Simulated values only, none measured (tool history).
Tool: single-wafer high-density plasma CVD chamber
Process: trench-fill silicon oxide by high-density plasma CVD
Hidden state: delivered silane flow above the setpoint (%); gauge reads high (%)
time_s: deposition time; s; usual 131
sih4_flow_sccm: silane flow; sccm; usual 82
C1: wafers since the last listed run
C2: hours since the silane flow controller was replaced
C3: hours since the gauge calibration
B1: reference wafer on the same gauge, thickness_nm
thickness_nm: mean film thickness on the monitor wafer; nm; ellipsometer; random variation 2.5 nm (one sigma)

{"run": 1, "hour": 0.0, "time_s": 131, "sih4_flow_sccm": 69, "C1": 0, "C2": 2265.2, "C3": 679.7, "B1": 870.014, "thickness_nm": 893.351}
{"run": 2, "hour": 260.1, "time_s": 131, "sih4_flow_sccm": 70, "C1": 4413, "C2": 2525.3, "C3": 939.8, "B1": 869.73, "thickness_nm": 897.038}
{"run": 3, "hour": 335.5, "time_s": 131, "sih4_flow_sccm": 70, "C1": 1279, "C2": 2600.7, "C3": 1015.2, "B1": 870.918, "thickness_nm": 899.549}
{"run": 4, "hour": 435.4, "time_s": 131, "sih4_flow_sccm": 70, "C1": 1695, "C2": 2700.6, "C3": 1115.1, "B1": 869.982, "thickness_nm": 900.73}
{"run": 5, "hour": 492.3, "time_s": 131, "sih4_flow_sccm": 77, "C1": 965, "C2": 2757.5, "C3": 1172.0, "B1": 870.059, "thickness_nm": 953.827}
{"run": 6, "hour": 555.2, "time_s": 146, "sih4_flow_sccm": 82, "C1": 1067, "C2": 2820.4, "C3": 1234.9, "B1": 870.748, "thickness_nm": 1109.919}
{"run": 7, "hour": 627.9, "time_s": 146, "sih4_flow_sccm": 82, "C1": 1233, "C2": 2893.1, "C3": 1307.6, "B1": 870.504, "thickness_nm": 1109.02}
{"run": 8, "hour": 682.3, "time_s": 146, "sih4_flow_sccm": 82, "C1": 923, "C2": 2947.5, "C3": 1362.0, "B1": 870.24, "thickness_nm": 1115.856}
{"run": 9, "hour": 753.0, "time_s": 126, "sih4_flow_sccm": 94, "C1": 1199, "C2": 3018.2, "C3": 1432.7, "B1": 869.993, "thickness_nm": 1060.114}
{"run": 10, "hour": 834.1, "time_s": 131, "sih4_flow_sccm": 82, "C1": 1376, "C2": 3099.3, "C3": 1513.8, "B1": 870.44, "thickness_nm": 998.045}
{"run": 11, "hour": 916.2, "time_s": 131, "sih4_flow_sccm": 82, "C1": 1393, "C2": 3181.4, "C3": 1595.9, "B1": 871.205, "thickness_nm": 996.868}
{"hour": 935.5, "done": "silane flow controller replaced"}
{"run": 12, "hour": 1004.3, "time_s": 131, "sih4_flow_sccm": 82, "C1": 1359, "C2": 68.8, "C3": 1684.0, "B1": 870.096, "thickness_nm": 1037.753}
{"run": 13, "hour": 1067.1, "time_s": 156, "sih4_flow_sccm": 67, "C1": 1065, "C2": 131.6, "C3": 1746.8, "B1": 870.153, "thickness_nm": 1078.87}
{"run": 14, "hour": 1119.4, "time_s": 156, "sih4_flow_sccm": 88, "C1": 887, "C2": 183.9, "C3": 1799.1, "B1": 869.462, "thickness_nm": 1289.675}
{"run": 15, "hour": 1204.6, "time_s": 131, "sih4_flow_sccm": 82, "C1": 1445, "C2": 269.1, "C3": 1884.3, "B1": 869.469, "thickness_nm": 1032.592}

Forecast run 16:
{"run": 16, "hour": 1282.8, "time_s": 144, "sih4_flow_sccm": 89, "C1": 1326, "C2": 347.3, "C3": 1962.5, "B1": "?", "thickness_nm": "?"}

{"run 16": {"B1": 869.633, "thickness_nm": 1191.84}}
Without the tool's hidden state the same run would have given thickness_nm 1202.445 nm.
